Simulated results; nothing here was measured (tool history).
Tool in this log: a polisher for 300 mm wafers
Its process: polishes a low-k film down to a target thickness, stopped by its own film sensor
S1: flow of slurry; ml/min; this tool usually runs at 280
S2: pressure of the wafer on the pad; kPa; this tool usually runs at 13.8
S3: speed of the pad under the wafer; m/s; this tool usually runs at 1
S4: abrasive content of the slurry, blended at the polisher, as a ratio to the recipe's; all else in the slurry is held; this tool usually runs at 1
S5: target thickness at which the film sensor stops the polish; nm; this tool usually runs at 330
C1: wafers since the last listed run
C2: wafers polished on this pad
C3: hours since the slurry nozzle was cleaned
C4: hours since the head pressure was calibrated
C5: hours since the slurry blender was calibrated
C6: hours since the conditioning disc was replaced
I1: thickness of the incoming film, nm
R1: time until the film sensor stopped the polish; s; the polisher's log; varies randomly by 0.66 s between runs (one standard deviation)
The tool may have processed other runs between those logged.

| run | hour | S1 | S2 | S3 | S4 | S5 | C1 | C2 | C3 | C4 | C5 | C6 | I1 | R1 |
|---|---|---|---|---|---|---|---|---|---|---|---|---|---|---|
| 1 | 0 | 280 | 13.8 | 1 | 1 | 330 | 0 | 636 | 60.3 | 1248.9 | 211.8 | 188.1 | 355.9 | 53.5 |
| 2 | 26.3 | 280 | 13.8 | 1 | 1 | 330 | 145 | 781 | 86.6 | 1275.2 | 238.1 | 214.4 | 360.4 | 62.1 |
| 3 | 52.8 | 250 | 13.8 | 1 | 1.25 | 330 | 146 | 927 | 113.1 | 1301.7 | 264.6 | 240.9 | 358.9 | 56.3 |
| 4 | 95.2 | 250 | 13.8 | 1 | 1.25 | 330 | 233 | 1161 | 155.5 | 1344.1 | 307 | 283.3 | 361.9 | 62.3 |
| 5 | 134.7 | 280 | 10.3 | 1 | 1.15 | 330 | 217 | 1379 | 195 | 1383.6 | 346.5 | 322.8 | 358.6 | 73.2 |
| 6 | 171.2 | 280 | 10.3 | 1 | 1.15 | 330 | 201 | 1580 | 231.5 | 1420.1 | 383 | 359.3 | 359.7 | 77.7 |
|  | 184.4 | slurry blender recalibrated |
|  | 204 | conditioning disc replaced and pad reconditioned |
|  | 206.9 | worn pad replaced by a new one |
| 7 | 228.7 | 280 | 13.8 | 1 | 0.9 | 330 | 278 | 120 | 289 | 1477.6 | 44.3 | 24.7 | 355.2 | 54.2 |
|  | 239.8 | head pressure recalibrated |
| 8 | 294.3 | 280 | 13.8 | 1 | 0.9 | 330 | 350 | 470 | 354.6 | 54.5 | 109.9 | 90.3 | 357.8 | 59.4 |
|  | 301.7 | slurry nozzle cleaned |
| 9 | 322.7 | 280 | 13.8 | 1 | 1 | 330 | 151 | 621 | 21 | 82.9 | 138.3 | 118.7 | 365 | 71.9 |
| 10 | 352.9 | 280 | 13.8 | 1 | 1 | 323 | 166 | 788 | 51.2 | 113.1 | 168.5 | 148.9 | 358.3 | 73.6 |
| 11 | 407.3 | 280 | 13.8 | 0.74 | 1.3 | 339 | 299 | 1088 | 105.6 | 167.5 | 222.9 | 203.3 | 359.2 | 48.9 |
| 12 | 446.4 | 340 | 13.8 | 1 | 1 | 330 | 215 | 1303 | 144.7 | 206.6 | 262 | 242.4 | 360.2 | 61.8 |
|  | 489.3 | slurry blender recalibrated |
|  | 503.7 | conditioning disc replaced and pad reconditioned |
|  | 505 | worn pad replaced by a new one |
| 13 | 612.8 | 280 | 10.3 | 1.24 | 1 | 326 | 888 | 594 | 311.1 | 373 | 123.5 | 109.1 | 364.9 | 89.4 |
| 14 | 680.1 | 280 | 13.8 | 0.74 | 1.3 | 339 | 371 | 965 | 378.4 | 440.3 | 190.8 | 176.4 | 357.5 | 44.9 |
|  | 687.3 | slurry nozzle cleaned |
| 15 | 731.1 | 280 | 13.8 | 1 | 1 | 330 | 275 | 1241 | 43.8 | 491.3 | 241.8 | 227.4 | 366.4 | 75.2 |
|  | 817.3 | conditioning disc replaced and pad reconditioned |
|  | 840.4 | worn pad replaced by a new one |
|  | 881 | slurry blender recalibrated |
| 16 | 896.7 | 200 | 13.8 | 1.12 | 1 | 330 | 868 | 299 | 209.4 | 656.9 | 15.7 | 79.4 | 357.3 | 54.2 |
| 17 | 949.7 | 280 | 13.8 | 1 | 0.75 | 330 | 292 | 591 | 262.4 | 709.9 | 68.7 | 132.4 | 359.1 | 66.2 |
| 18 | 989.4 | 330 | 11 | 1 | 1 | 324 | 218 | 810 | 302.1 | 749.6 | 108.4 | 172.1 | 352.1 | 70.2 |
|  | 1015.9 | slurry nozzle cleaned |
| 19 | 1088.4 | 280 | 9 | 1 | 1.25 | 334 | 540 | 1351 | 72.5 | 848.6 | 207.4 | 271.1 | 356.6 | 64.6 |
| 20 | 1127.1 | 280 | 10.3 | 1 | 1 | 330 | 213 | 1564 | 111.2 | 887.3 | 246.1 | 309.8 | 359.4 | 80 |
|  | 1169.9 | conditioning disc replaced and pad reconditioned |
| 21 | 1170.4 | 205 | 13.8 | 0.8 | 0.8 | 330 | 227 | 1792 | 154.5 | 930.6 | 289.4 | 0.5 | 360.7 | 83.6 |
|  | 1186.5 | worn pad replaced by a new one |
|  | 1204.7 | slurry blender recalibrated |
| 22 | 1221 | 280 | 9.7 | 1 | 0.8 | 338 | 245 | 179 | 205.1 | 981.2 | 16.3 | 51.1 | 352 | 42.7 |
| 23 | 1276.1 | 280 | 18.6 | 1 | 1 | 330 | 303 | 483 | 260.2 | 1036.3 | 71.4 | 106.2 | 361.6 | 48.4 |
|  | 1350.3 | slurry nozzle cleaned |
|  | 1361.2 | head pressure recalibrated |
| 24 | 1429.2 | 280 | 13.8 | 1 | 1 | 330 | 827 | 1310 | 78.9 | 68 | 224.5 | 259.3 | 361.2 | 63.9 |
| 25 | 1453.7 | 280 | 10.3 | 1 | 1.15 | 330 | 135 | 1445 | 103.4 | 92.5 | 249 | 283.8 | 364.4 | 88.8 |

Run-by-run hidden state of the tool:
removal rate lost through wear of the pad, %: 0 on each run
slurry flow missing at the pad, %: 0 on each run
deviation of the head's pressure from its setpoint, %: 0 on each run
abrasive missing from the slurry, %: 0 on each run
time polished since the conditioner stopped cutting, s: 0 on each run
